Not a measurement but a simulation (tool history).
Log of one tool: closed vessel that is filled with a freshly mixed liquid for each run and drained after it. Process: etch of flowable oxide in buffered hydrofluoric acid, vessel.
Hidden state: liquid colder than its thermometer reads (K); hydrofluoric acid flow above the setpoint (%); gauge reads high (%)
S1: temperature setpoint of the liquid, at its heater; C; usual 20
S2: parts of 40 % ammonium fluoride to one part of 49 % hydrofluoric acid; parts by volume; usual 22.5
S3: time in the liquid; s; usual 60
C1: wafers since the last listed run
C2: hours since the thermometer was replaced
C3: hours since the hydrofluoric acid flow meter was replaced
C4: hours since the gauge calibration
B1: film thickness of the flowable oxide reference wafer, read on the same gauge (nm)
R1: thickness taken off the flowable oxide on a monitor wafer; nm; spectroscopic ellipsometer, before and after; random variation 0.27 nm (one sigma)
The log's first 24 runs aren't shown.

run 25 hour=311.7 | S1=21.5 S2=22.5 S3=60 | C1=2970 C2=170.6 C3=91.3 C4=71.1 | B1=30.02 | R1=64.43
run 26 hour=329.5 | S1=18.5 S2=18 S3=35 | C1=2482 C2=188.4 C3=109.1 C4=88.9 | B1=30 | R1=38.59
run 27 hour=345.7 | S1=20 S2=22.5 S3=90 | C1=2259 C2=204.6 C3=125.3 C4=105.1 | B1=29.99 | R1=89.23
run 28 hour=362.4 | S1=22 S2=19.5 S3=45 | C1=2328 C2=221.3 C3=142 C4=121.8 | B1=29.98 | R1=56.35
run 29 hour=374.2 | S1=20 S2=22.5 S3=95 | C1=1645 C2=233.1 C3=153.8 C4=133.6 | B1=30 | R1=93.31
run 30 hour=386 | S1=17 S2=26 S3=70 | C1=1645 C2=244.9 C3=165.6 C4=145.4 | B1=30.04 | R1=52.97
run 31 hour=392.4 | S1=20 S2=22.5 S3=60 | C1=892 C2=251.3 C3=172 C4=151.8 | B1=29.99 | R1=59.47
run 32 hour=399.9 | S1=20 S2=22.5 S3=45 | C1=1045 C2=258.8 C3=179.5 C4=159.3 | B1=30 | R1=44.87
run 33 hour=407.2 | S1=20 S2=22.5 S3=60 | C1=1017 C2=266.1 C3=186.8 C4=166.6 | B1=30.02 | R1=59.42
run 34 hour=417.2 | S1=20 S2=22.5 S3=60 | C1=1394 C2=276.1 C3=196.8 C4=176.6 | B1=30.01 | R1=59.49

3 ways to go on from here, each from the tool as it stands after run 34. What would each give?
run A hour=417.9 | S1=20 S2=22.5 S3=60 | C1=97 C2=276.8 C3=197.5 C4=177.3 | B1=? | R1=?
run B hour=417.9 | S1=17 S2=14 S3=90 | C1=97 C2=276.8 C3=197.5 C4=177.3 | B1=? | R1=?
run C hour=417.9 | S1=17 S2=17 S3=40 | C1=97 C2=276.8 C3=197.5 C4=177.3 | B1=? | R1=?

run=A B1=29.99 R1=59.02
run=B B1=29.99 R1=116.8
run=C B1=29.99 R1=42.88
Without the tool's hidden state the same runs would have given:
run=A R1=57.08
run=B R1=111.37
run=C R1=40.88
